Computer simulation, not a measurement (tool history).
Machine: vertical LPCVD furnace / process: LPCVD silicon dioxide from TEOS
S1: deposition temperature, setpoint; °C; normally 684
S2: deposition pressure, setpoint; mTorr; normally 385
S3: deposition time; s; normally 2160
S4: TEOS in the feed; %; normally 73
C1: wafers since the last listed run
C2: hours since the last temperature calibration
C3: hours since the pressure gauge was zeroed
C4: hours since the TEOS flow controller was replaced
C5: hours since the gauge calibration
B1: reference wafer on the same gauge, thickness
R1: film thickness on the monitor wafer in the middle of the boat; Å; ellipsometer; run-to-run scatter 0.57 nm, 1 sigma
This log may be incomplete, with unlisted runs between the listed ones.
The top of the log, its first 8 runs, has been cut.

Run 9, day 14.333: usual settings but S1 693 °C, S2 430 mTorr; C1 479; C2 2147.9; C3 2077.3; C4 5772.9; C5 1141.7; B1 210.1. Result: R1 2869.1 Å.
Run 10, day 16.079: usual settings; C1 679; C2 2189.8; C3 2119.2; C4 5814.8; C5 1183.6; B1 210.51. Result: R1 2179.8 Å.
At day 16.512: gauge calibrated.
Run 11, day 18.704: usual settings; C1 1021; C2 2252.8; C3 2182.2; C4 5877.8; C5 52.6; B1 204.42. Result: R1 2128.6 Å.
Run 12, day 19.875: usual settings; C1 455; C2 2280.9; C3 2210.3; C4 5905.9; C5 80.7; B1 204.86. Result: R1 2141.2 Å.
Run 13, day 22.096: usual settings; C1 864; C2 2334.2; C3 2263.6; C4 5959.2; C5 134; B1 204.79. Result: R1 2136.5 Å.
Run 14, day 24.617: usual settings; C1 980; C2 2394.7; C3 2324.1; C4 6019.7; C5 194.5; B1 205.07. Result: R1 2132.5 Å.
Run 15, day 27.296: usual settings but S3 1890 s, S4 66 %; C1 1042; C2 2459; C3 2388.4; C4 6084; C5 258.8; B1 205.51. Result: R1 1779.6 Å.
Run 16, day 30.279: usual settings but S2 455 mTorr, S4 61 %; C1 1160; C2 2530.6; C3 2460; C4 6155.6; C5 330.4; B1 205.97. Result: R1 2131.2 Å.
Run 17, day 33.229: usual settings but S3 1890 s, S4 66 %; C1 1147; C2 2601.4; C3 2530.8; C4 6226.4; C5 401.2; B1 206.25. Result: R1 1791.5 Å.
At day 34.779: pressure gauge zeroed.
Run 18, day 35.979: usual settings but S2 435 mTorr, S3 2700 s; C1 681; C2 2667.4; C3 28.8; C4 6292.4; C5 467.2; B1 206.97. Result: R1 2873.7 Å.
Run 19, day 37.854: usual settings but S1 694 °C, S2 450 mTorr, S3 1830 s, S4 60 %; C1 729; C2 2712.4; C3 73.8; C4 6337.4; C5 512.2; B1 206.99. Result: R1 2268.2 Å.
At day 40.075: thermocouples replaced and temperature profile calibrated.
Run 20, day 40.692: usual settings but S1 675 °C, S2 455 mTorr, S3 2850 s, S4 81 %; C1 715; C2 14.8; C3 141.9; C4 6405.5; C5 580.3; B1 207.63. Result: R1 2626.6 Å.
Run 21, day 43.575: usual settings; C1 1122; C2 84; C3 211.1; C4 6474.7; C5 649.5; B1 208.02. Result: R1 2158 Å.
Run 22, day 46.483: usual settings but S1 677 °C, S2 335 mTorr; C1 1131; C2 153.8; C3 280.9; C4 6544.5; C5 719.3; B1 208.14. Result: R1 1703.1 Å.
At day 48.062: TEOS flow controller replaced.
Run 23, day 51.992: usual settings but S4 60 %; C1 1754; C2 286; C3 413.1; C4 94.3; C5 851.5; B1 208.97. Result: R1 1973.1 Å.
Run 24, day 53.862: usual settings but S1 689 °C; C1 728; C2 330.9; C3 458; C4 139.2; C5 896.4; B1 209.36. Result: R1 2443.1 Å.
At day 56.058: gauge calibrated.
Run 25, day 56.225: usual settings; C1 919; C2 387.6; C3 514.7; C4 195.9; C5 4; B1 203.92. Result: R1 2123.3 Å.
Run 26, day 57.504: usual settings; C1 497; C2 418.3; C3 545.4; C4 226.6; C5 34.7; B1 204.35. Result: R1 2125.4 Å.
Run 27, day 60.329: usual settings but S2 345 mTorr; C1 1099; C2 486.1; C3 613.2; C4 294.4; C5 102.5; B1 204.6. Result: R1 2013.3 Å.
Run 28, day 61.512: usual settings but S2 465 mTorr, S4 82 %; C1 460; C2 514.5; C3 641.6; C4 322.8; C5 130.9; B1 204.68. Result: R1 2496.6 Å.
Run 29, day 63.975: usual settings but S1 695 °C, S2 305 mTorr; C1 958; C2 573.6; C3 700.7; C4 381.9; C5 190; B1 204.95. Result: R1 2469.2 Å.
Run 30, day 65.779: usual settings; C1 702; C2 616.9; C3 744; C4 425.2; C5 233.3; B1 205.18. Result: R1 2140 Å.

Here are 5 independent what-if runs from the current tool condition. What would each one return?
Run A, day 65.954: usual settings; C1 68; C2 621.1; C3 748.2; C4 429.4; C5 237.5; B1 ?. Result: R1 ?.
Run B, day 65.954: usual settings but S1 676 °C, S2 340 mTorr, S3 2640 s, S4 69 %; C1 68; C2 621.1; C3 748.2; C4 429.4; C5 237.5; B1 ?. Result: R1 ?.
Run C, day 65.954: usual settings but S1 674 °C, S2 355 mTorr, S3 1380 s, S4 82 %; C1 68; C2 621.1; C3 748.2; C4 429.4; C5 237.5; B1 ?. Result: R1 ?.
Run D, day 65.954: usual settings but S4 83 %; C1 68; C2 621.1; C3 748.2; C4 429.4; C5 237.5; B1 ?. Result: R1 ?.
Run E, day 65.954: usual settings but S3 2820 s; C1 68; C2 621.1; C3 748.2; C4 429.4; C5 237.5; B1 ?. Result: R1 ?.

run      B1      R1
  A  205.04    2139
  B  205.04  1967.2
  C  205.04  1090.7
  D  205.04  2280.8
  E  205.04  2792.6
Without the tool's unlogged condition, the same runs would have read:
run      R1
  A  2125.8
  B  1955.1
  C  1083.9
  D  2266.7
  E  2775.3

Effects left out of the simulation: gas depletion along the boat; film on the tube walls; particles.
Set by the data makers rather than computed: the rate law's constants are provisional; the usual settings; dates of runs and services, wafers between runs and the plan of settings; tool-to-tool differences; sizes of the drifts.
